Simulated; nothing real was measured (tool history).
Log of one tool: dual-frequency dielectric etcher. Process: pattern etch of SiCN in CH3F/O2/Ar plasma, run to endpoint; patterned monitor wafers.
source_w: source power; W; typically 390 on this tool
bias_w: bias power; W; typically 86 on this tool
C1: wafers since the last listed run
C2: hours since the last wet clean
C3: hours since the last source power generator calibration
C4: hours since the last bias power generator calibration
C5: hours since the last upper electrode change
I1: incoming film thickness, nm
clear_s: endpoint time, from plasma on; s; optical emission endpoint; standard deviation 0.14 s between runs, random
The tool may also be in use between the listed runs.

{"run": 1, "day": 0.0, "source_w": 390, "bias_w": 86, "C1": 0, "C2": 185.6, "C3": 3414.2, "C4": 2269.2, "C5": 4899.6, "I1": 8.89, "clear_s": 22.6}
{"run": 2, "day": 0.771, "source_w": 390, "bias_w": 86, "C1": 243, "C2": 204.1, "C3": 3432.7, "C4": 2287.7, "C5": 4918.1, "I1": 8.93, "clear_s": 22.7}
{"run": 3, "day": 2.262, "source_w": 390, "bias_w": 86, "C1": 470, "C2": 239.9, "C3": 3468.5, "C4": 2323.5, "C5": 4953.9, "I1": 8.84, "clear_s": 22.4}
{"run": 4, "day": 2.888, "source_w": 390, "bias_w": 86, "C1": 197, "C2": 254.9, "C3": 3483.5, "C4": 2338.5, "C5": 4968.9, "I1": 8.92, "clear_s": 22.5}
{"run": 5, "day": 3.658, "source_w": 390, "bias_w": 86, "C1": 243, "C2": 273.4, "C3": 3502.0, "C4": 2357.0, "C5": 4987.4, "I1": 8.9, "clear_s": 22.3}
{"run": 6, "day": 4.175, "source_w": 390, "bias_w": 86, "C1": 163, "C2": 285.8, "C3": 3514.4, "C4": 2369.4, "C5": 4999.8, "I1": 8.98, "clear_s": 23.0}
{"run": 7, "day": 5.592, "source_w": 390, "bias_w": 86, "C1": 447, "C2": 319.8, "C3": 3548.4, "C4": 2403.4, "C5": 5033.8, "I1": 8.84, "clear_s": 22.4}
{"run": 8, "day": 6.542, "source_w": 390, "bias_w": 86, "C1": 299, "C2": 342.6, "C3": 3571.2, "C4": 2426.2, "C5": 5056.6, "I1": 8.88, "clear_s": 22.6}
{"run": 9, "day": 7.267, "source_w": 360, "bias_w": 70, "C1": 228, "C2": 360.0, "C3": 3588.6, "C4": 2443.6, "C5": 5074.0, "I1": 8.83, "clear_s": 26.5}
{"run": 10, "day": 8.288, "source_w": 360, "bias_w": 70, "C1": 322, "C2": 384.5, "C3": 3613.1, "C4": 2468.1, "C5": 5098.5, "I1": 8.94, "clear_s": 26.6}
{"run": 11, "day": 9.083, "source_w": 390, "bias_w": 86, "C1": 251, "C2": 403.6, "C3": 3632.2, "C4": 2487.2, "C5": 5117.6, "I1": 8.99, "clear_s": 22.6}
{"run": 12, "day": 9.95, "source_w": 390, "bias_w": 86, "C1": 273, "C2": 424.4, "C3": 3653.0, "C4": 2508.0, "C5": 5138.4, "I1": 8.81, "clear_s": 22.2}
{"run": 13, "day": 10.479, "source_w": 390, "bias_w": 86, "C1": 167, "C2": 437.1, "C3": 3665.7, "C4": 2520.7, "C5": 5151.1, "I1": 8.77, "clear_s": 22.3}
{"day": 11.729, "done": "upper electrode replaced"}
{"run": 14, "day": 13.725, "source_w": 460, "bias_w": 70, "C1": 708, "C2": 515.0, "C3": 3743.6, "C4": 2598.6, "C5": 47.9, "I1": 9.02, "clear_s": 23.3}
{"run": 15, "day": 15.088, "source_w": 450, "bias_w": 106, "C1": 430, "C2": 547.7, "C3": 3776.3, "C4": 2631.3, "C5": 80.6, "I1": 8.91, "clear_s": 18.9}
{"day": 17.175, "done": "wet clean of the chamber"}
{"run": 16, "day": 17.196, "source_w": 490, "bias_w": 104, "C1": 349, "C2": 0.5, "C3": 3826.9, "C4": 2681.9, "C5": 131.2, "I1": 8.92, "clear_s": 18.3}
{"run": 17, "day": 17.492, "source_w": 390, "bias_w": 86, "C1": 93, "C2": 7.6, "C3": 3834.0, "C4": 2689.0, "C5": 138.3, "I1": 8.93, "clear_s": 22.9}
{"run": 18, "day": 17.992, "source_w": 390, "bias_w": 86, "C1": 157, "C2": 19.6, "C3": 3846.0, "C4": 2701.0, "C5": 150.3, "I1": 8.85, "clear_s": 22.5}
{"day": 18.921, "done": "bias power generator calibrated"}
{"run": 19, "day": 19.35, "source_w": 460, "bias_w": 86, "C1": 376, "C2": 52.2, "C3": 3878.6, "C4": 10.3, "C5": 182.9, "I1": 8.89, "clear_s": 20.6}
{"run": 20, "day": 20.183, "source_w": 320, "bias_w": 76, "C1": 263, "C2": 72.2, "C3": 3898.6, "C4": 30.3, "C5": 202.9, "I1": 8.85, "clear_s": 26.7}
{"day": 20.496, "done": "source power generator calibrated"}
{"run": 21, "day": 21.283, "source_w": 450, "bias_w": 71, "C1": 294, "C2": 98.6, "C3": 18.9, "C4": 56.7, "C5": 229.3, "I1": 8.8, "clear_s": 22.5}
{"run": 22, "day": 21.825, "source_w": 440, "bias_w": 75, "C1": 170, "C2": 111.6, "C3": 31.9, "C4": 69.7, "C5": 242.3, "I1": 8.9, "clear_s": 22.8}
{"run": 23, "day": 23.175, "source_w": 430, "bias_w": 103, "C1": 426, "C2": 144.0, "C3": 64.3, "C4": 102.1, "C5": 274.7, "I1": 8.89, "clear_s": 19.4}
{"run": 24, "day": 24.267, "source_w": 490, "bias_w": 102, "C1": 344, "C2": 170.2, "C3": 90.5, "C4": 128.3, "C5": 300.9, "I1": 8.82, "clear_s": 18.2}
{"run": 25, "day": 25.083, "source_w": 290, "bias_w": 86, "C1": 257, "C2": 189.8, "C3": 110.1, "C4": 147.9, "C5": 320.5, "I1": 8.94, "clear_s": 27.1}
{"run": 26, "day": 26.138, "source_w": 480, "bias_w": 93, "C1": 332, "C2": 215.1, "C3": 135.4, "C4": 173.2, "C5": 345.8, "I1": 8.84, "clear_s": 19.2}
{"run": 27, "day": 27.454, "source_w": 390, "bias_w": 86, "C1": 415, "C2": 246.7, "C3": 167.0, "C4": 204.8, "C5": 377.4, "I1": 8.89, "clear_s": 22.5}

Exercise: give the hidden state of the tool at every run:
etch rate over this chamber's usual, %: 0 across all the runs
source power that arrives over what is set, %: 0 across all the runs
bias power that arrives over what is set, %: 0 across all the runs
